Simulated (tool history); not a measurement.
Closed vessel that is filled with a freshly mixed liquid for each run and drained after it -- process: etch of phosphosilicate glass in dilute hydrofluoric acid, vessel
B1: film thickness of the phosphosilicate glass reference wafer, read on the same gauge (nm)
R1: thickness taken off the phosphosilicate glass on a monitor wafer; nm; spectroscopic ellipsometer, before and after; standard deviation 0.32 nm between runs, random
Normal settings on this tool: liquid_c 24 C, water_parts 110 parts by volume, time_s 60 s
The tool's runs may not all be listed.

{"run": 1, "hour": 0.0, "liquid_c": 24, "water_parts": 110, "time_s": 60, "B1": 60, "R1": 100.64}
{"run": 2, "hour": 48.4, "liquid_c": 24, "water_parts": 110, "time_s": 60, "B1": 59.96, "R1": 100.01}
{"run": 3, "hour": 95.5, "liquid_c": 24, "water_parts": 110, "time_s": 60, "B1": 60.02, "R1": 100.18}
{"run": 4, "hour": 143.5, "liquid_c": 24, "water_parts": 110, "time_s": 60, "B1": 59.99, "R1": 99.67}
{"run": 5, "hour": 209.8, "liquid_c": 22.5, "water_parts": 110, "time_s": 60, "B1": 59.98, "R1": 93.66}
{"run": 6, "hour": 303.8, "liquid_c": 22.5, "water_parts": 110, "time_s": 60, "B1": 60.04, "R1": 93.36}
{"run": 7, "hour": 405.8, "liquid_c": 28, "water_parts": 110, "time_s": 30, "B1": 60.02, "R1": 57.45}
{"run": 8, "hour": 469.2, "liquid_c": 21, "water_parts": 110, "time_s": 60, "B1": 59.97, "R1": 87.06}
{"run": 9, "hour": 515.8, "liquid_c": 24, "water_parts": 70, "time_s": 60, "B1": 60.06, "R1": 167.22}
{"run": 10, "hour": 605.7, "liquid_c": 24, "water_parts": 95, "time_s": 75, "B1": 60.04, "R1": 148.92}
{"run": 11, "hour": 665.4, "liquid_c": 25.5, "water_parts": 60, "time_s": 85, "B1": 60.02, "R1": 294.33}
{"run": 12, "hour": 730.3, "liquid_c": 24, "water_parts": 110, "time_s": 60, "B1": 59.98, "R1": 100.37}
{"run": 13, "hour": 827.0, "liquid_c": 24, "water_parts": 110, "time_s": 60, "B1": 60.03, "R1": 99.47}
{"run": 14, "hour": 888.4, "liquid_c": 28.5, "water_parts": 70, "time_s": 60, "B1": 59.97, "R1": 196.2}
{"run": 15, "hour": 942.1, "liquid_c": 24, "water_parts": 145, "time_s": 60, "B1": 60.01, "R1": 71.88}
{"run": 16, "hour": 983.2, "liquid_c": 24, "water_parts": 110, "time_s": 60, "B1": 60.02, "R1": 98.68}
{"run": 17, "hour": 1080.5, "liquid_c": 24, "water_parts": 75, "time_s": 60, "B1": 60, "R1": 151.88}
{"run": 18, "hour": 1134.9, "liquid_c": 24, "water_parts": 150, "time_s": 60, "B1": 59.98, "R1": 71.22}
{"run": 19, "hour": 1223.1, "liquid_c": 24, "water_parts": 110, "time_s": 60, "B1": 60, "R1": 101.46}
{"run": 20, "hour": 1324.7, "liquid_c": 24, "water_parts": 110, "time_s": 60, "B1": 60.01, "R1": 99.94}
{"run": 21, "hour": 1416.4, "liquid_c": 24, "water_parts": 155, "time_s": 60, "B1": 60.01, "R1": 67.47}
{"run": 22, "hour": 1520.6, "liquid_c": 24, "water_parts": 110, "time_s": 60, "B1": 60.03, "R1": 99.75}
{"run": 23, "hour": 1596.8, "liquid_c": 20.5, "water_parts": 145, "time_s": 95, "B1": 59.98, "R1": 100.04}
{"run": 24, "hour": 1634.7, "liquid_c": 24, "water_parts": 110, "time_s": 60, "B1": 60.03, "R1": 99.08}
{"run": 25, "hour": 1711.2, "liquid_c": 24, "water_parts": 110, "time_s": 30, "B1": 60.01, "R1": 49.25}
{"run": 26, "hour": 1754.7, "liquid_c": 24, "water_parts": 145, "time_s": 60, "B1": 59.97, "R1": 71.49}
{"run": 27, "hour": 1796.0, "liquid_c": 20, "water_parts": 110, "time_s": 60, "B1": 60.05, "R1": 84.1}
{"run": 28, "hour": 1857.6, "liquid_c": 24, "water_parts": 110, "time_s": 60, "B1": 60.02, "R1": 98.1}
{"run": 29, "hour": 1934.1, "liquid_c": 27, "water_parts": 145, "time_s": 35, "B1": 60.03, "R1": 48.14}
{"run": 30, "hour": 1986.8, "liquid_c": 28, "water_parts": 125, "time_s": 30, "B1": 59.94, "R1": 50.86}
{"run": 31, "hour": 2070.7, "liquid_c": 19, "water_parts": 85, "time_s": 40, "B1": 60.01, "R1": 73.41}
{"run": 32, "hour": 2121.8, "liquid_c": 19.5, "water_parts": 80, "time_s": 85, "B1": 60.01, "R1": 169.2}

Taken out of this log: 5 entries between the listed runs. Where each belongs, and how the hidden state differs across it:
Logged between run 8 and run 9: hydrofluoric acid flow meter replaced (hour 485)
  hydrofluoric acid flow below the setpoint (%): 3.33 -> 0.557
  measured minus no-state result, R1: -3.39 -> -1.01 nm
Logged between run 15 and run 16: gauge calibrated (hour 968.4)
  hydrofluoric acid flow below the setpoint (%): 2.5 -> 2.69
  measured minus no-state result, R1: -2.16 -> -3.1 nm
Logged between run 16 and run 17: thermometer replaced (hour 1075.2)
  hydrofluoric acid flow below the setpoint (%): 2.69 -> 3.13
  measured minus no-state result, R1: -3.1 -> -5.4 nm
Logged between run 17 and run 18: hydrofluoric acid flow meter replaced (hour 1117.6)
  hydrofluoric acid flow below the setpoint (%): 3.13 -> 0.31
  measured minus no-state result, R1: -5.4 -> -0.26 nm
Logged between run 28 and run 29: hydrofluoric acid flow meter replaced (hour 1858.8)
  hydrofluoric acid flow below the setpoint (%): 3.61 -> 0.531
  measured minus no-state result, R1: -4.19 -> -0.31 nm
